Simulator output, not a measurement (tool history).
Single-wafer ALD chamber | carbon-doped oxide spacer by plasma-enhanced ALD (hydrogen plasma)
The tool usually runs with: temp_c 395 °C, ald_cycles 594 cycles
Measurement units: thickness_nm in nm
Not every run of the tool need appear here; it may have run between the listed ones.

run,hour,temp_c,ald_cycles,"read-back reference wafer on the same gauge, thickness_nm",thickness_nm
1,0.0,390,594,29.100,28.300
2,80.6,390,594,29.113,28.054
3,180.6,395,594,29.125,28.144
4,283.9,395,594,29.091,28.253
5,349.8,387,594,29.097,28.088
6,386.8,387,594,29.041,28.185
7,469.0,405,632,29.072,29.283
8,679.1,405,632,29.026,29.294
9,720.2,395,680,28.977,32.028
10,769.4,395,680,29.005,32.018
11,835.1,395,680,28.961,32.053
12,896.9,395,505,28.952,23.827
13,1003.1,395,505,28.921,23.828
14,1079.5,395,594,28.906,27.936
15,1160.9,395,594,28.877,27.795
# hour 1179.0: gauge calibrated
16,1261.4,395,594,29.046,28.034
17,1579.5,405,594,29.035,27.553
# hour 1625.1: thermocouple changed; heater temperature recalibrated
18,1659.2,405,594,29.049,27.463
19,1744.5,405,594,29.034,27.417
20,1789.4,395,594,29.017,28.011
21,1883.8,395,594,29.009,27.971
22,1967.0,389,594,28.952,28.058
23,2068.7,383,561,28.943,26.403
24,2151.9,399,679,28.933,31.827
25,2251.9,395,594,28.917,27.987
26,2534.0,383,636,28.838,29.811
27,2592.1,386,680,28.865,31.878
28,2657.1,388,594,28.860,27.954
29,2761.0,395,680,28.847,32.074
30,2863.8,389,502,28.820,23.550
31,2914.6,382,500,28.757,23.403
32,2954.0,403,540,28.770,24.981
33,3000.1,395,640,28.784,29.982
34,3087.0,395,561,28.719,26.068
35,3123.5,400,594,28.709,27.770
36,3201.4,407,700,28.654,31.943
37,3252.2,391,500,28.669,23.292
38,3318.3,399,544,28.647,25.286
# hour 3354.9: gauge calibrated
39,3477.9,395,594,29.063,28.209
40,3564.4,383,653,29.092,30.793
41,3628.3,395,670,29.098,31.676
42,3669.6,405,521,29.074,24.245
43,3777.3,404,627,29.062,29.258
# hour 3841.4: thermocouple changed; heater temperature recalibrated
44,3851.1,395,594,29.052,27.999
45,3927.3,401,594,29.062,27.901

The same runs without the tool's hidden state, with the same run-to-run variation:
What the log doesn't record here: wafer temperature above the value expected at the setpoint (K); gauge reads high (%).
run,thickness_nm
1,28.266
2,28.031
3,28.136
4,28.263
5,28.110
6,28.214
7,29.330
8,29.390
9,32.145
10,32.149
11,32.204
12,23.954
13,23.981
14,28.138
15,28.022
16,28.094
17,27.625
18,27.541
19,27.502
20,28.102
21,28.072
22,28.170
23,26.523
24,31.986
25,28.145
26,30.041
27,32.139
28,28.199
29,32.387
30,23.803
31,23.668
32,25.274
33,30.349
34,26.413
35,28.150
36,32.410
37,23.648
38,25.693
39,28.217
40,30.805
41,31.691
42,24.258
43,29.281
44,28.026
45,27.935
